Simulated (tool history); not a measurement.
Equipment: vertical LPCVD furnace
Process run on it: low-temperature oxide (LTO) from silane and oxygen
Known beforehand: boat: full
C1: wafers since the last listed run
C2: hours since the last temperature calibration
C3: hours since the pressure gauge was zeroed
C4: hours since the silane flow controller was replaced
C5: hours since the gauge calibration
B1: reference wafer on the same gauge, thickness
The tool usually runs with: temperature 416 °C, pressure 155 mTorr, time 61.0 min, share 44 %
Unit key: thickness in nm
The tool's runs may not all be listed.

run 1 hour=0.0 | temperature=416 pressure=155 time=61.0 share=44 | C1=0 C2=3188.8 C3=1654.4 C4=5646.2 C5=140.8 | B1=457.27 | thickness=490.09
run 2 hour=51.6 | temperature=416 pressure=155 time=61.0 share=44 | C1=763 C2=3240.4 C3=1706.0 C4=5697.8 C5=192.4 | B1=457.22 | thickness=492.28
run 3 hour=122.9 | temperature=416 pressure=155 time=61.0 share=44 | C1=1055 C2=3311.7 C3=1777.3 C4=5769.1 C5=263.7 | B1=457.19 | thickness=493.14
run 4 hour=193.0 | temperature=416 pressure=155 time=61.0 share=44 | C1=1037 C2=3381.8 C3=1847.4 C4=5839.2 C5=333.8 | B1=456.89 | thickness=493.08
run 5 hour=236.8 | temperature=416 pressure=155 time=61.0 share=44 | C1=648 C2=3425.6 C3=1891.2 C4=5883.0 C5=377.6 | B1=457.11 | thickness=493.04
run 6 hour=304.3 | temperature=416 pressure=155 time=61.0 share=44 | C1=999 C2=3493.1 C3=1958.7 C4=5950.5 C5=445.1 | B1=456.97 | thickness=490.67
run 7 hour=362.6 | temperature=419 pressure=155 time=61.0 share=44 | C1=863 C2=3551.4 C3=2017.0 C4=6008.8 C5=503.4 | B1=457.21 | thickness=507.63
run 8 hour=416.7 | temperature=419 pressure=155 time=61.0 share=44 | C1=800 C2=3605.5 C3=2071.1 C4=6062.9 C5=557.5 | B1=456.84 | thickness=507.49
-- hour=475.0 pressure gauge zeroed
run 9 hour=477.4 | temperature=408 pressure=155 time=61.0 share=44 | C1=543 C2=3666.2 C3=2.4 C4=6123.6 C5=618.2 | B1=456.93 | thickness=454.14
run 10 hour=506.9 | temperature=408 pressure=155 time=61.0 share=44 | C1=436 C2=3695.7 C3=31.9 C4=6153.1 C5=647.7 | B1=456.94 | thickness=454.64
run 11 hour=539.1 | temperature=408 pressure=155 time=61.0 share=44 | C1=476 C2=3727.9 C3=64.1 C4=6185.3 C5=679.9 | B1=457.20 | thickness=456.52
-- hour=546.7 gauge calibrated
run 12 hour=577.1 | temperature=416 pressure=155 time=61.0 share=44 | C1=562 C2=3765.9 C3=102.1 C4=6223.3 C5=30.4 | B1=456.93 | thickness=494.65
run 13 hour=604.0 | temperature=426 pressure=120 time=76.5 share=50 | C1=398 C2=3792.8 C3=129.0 C4=6250.2 C5=57.3 | B1=457.23 | thickness=588.61
-- hour=680.0 silane flow controller replaced
-- hour=680.3 thermocouples replaced and temperature profile calibrated
run 14 hour=680.8 | temperature=416 pressure=170 time=61.0 share=36 | C1=777 C2=0.5 C3=205.8 C4=0.8 C5=134.1 | B1=457.18 | thickness=429.19
run 15 hour=700.4 | temperature=423 pressure=155 time=61.0 share=38 | C1=290 C2=20.1 C3=225.4 C4=20.4 C5=153.7 | B1=457.21 | thickness=449.94
run 16 hour=760.3 | temperature=416 pressure=190 time=61.0 share=44 | C1=886 C2=80.0 C3=285.3 C4=80.3 C5=213.6 | B1=457.14 | thickness=606.66
run 17 hour=819.0 | temperature=416 pressure=170 time=61.0 share=36 | C1=868 C2=138.7 C3=344.0 C4=139.0 C5=272.3 | B1=457.09 | thickness=430.23
run 18 hour=845.8 | temperature=416 pressure=155 time=61.0 share=44 | C1=396 C2=165.5 C3=370.8 C4=165.8 C5=299.1 | B1=456.94 | thickness=493.44
run 19 hour=904.6 | temperature=416 pressure=190 time=61.0 share=44 | C1=870 C2=224.3 C3=429.6 C4=224.6 C5=357.9 | B1=457.04 | thickness=605.52
run 20 hour=1001.5 | temperature=416 pressure=115 time=73.5 share=44 | C1=1434 C2=321.2 C3=526.5 C4=321.5 C5=454.8 | B1=456.91 | thickness=440.59
run 21 hour=1039.7 | temperature=421 pressure=135 time=61.0 share=44 | C1=565 C2=359.4 C3=564.7 C4=359.7 C5=493.0 | B1=457.02 | thickness=450.76
run 22 hour=1077.7 | temperature=427 pressure=145 time=61.0 share=44 | C1=562 C2=397.4 C3=602.7 C4=397.7 C5=531.0 | B1=456.90 | thickness=512.72
run 23 hour=1102.8 | temperature=422 pressure=155 time=61.0 share=50 | C1=371 C2=422.5 C3=627.8 C4=422.8 C5=556.1 | B1=456.91 | thickness=580.41
-- hour=1132.3 gauge calibrated
run 24 hour=1142.1 | temperature=405 pressure=155 time=81.5 share=50 | C1=581 C2=461.8 C3=667.1 C4=462.1 C5=9.8 | B1=457.10 | thickness=663.32
run 25 hour=1194.2 | temperature=416 pressure=155 time=47.0 share=44 | C1=771 C2=513.9 C3=719.2 C4=514.2 C5=61.9 | B1=456.89 | thickness=380.23

Run-by-run hidden state of the tool:
true tube temperature minus thermocouple reading, K: 0 at every run
true pressure minus gauge reading, mTorr: 0 at every run
deviation of the silane flow from its setpoint, %: 0 at every run
gauge reads high (%): 0 at every run

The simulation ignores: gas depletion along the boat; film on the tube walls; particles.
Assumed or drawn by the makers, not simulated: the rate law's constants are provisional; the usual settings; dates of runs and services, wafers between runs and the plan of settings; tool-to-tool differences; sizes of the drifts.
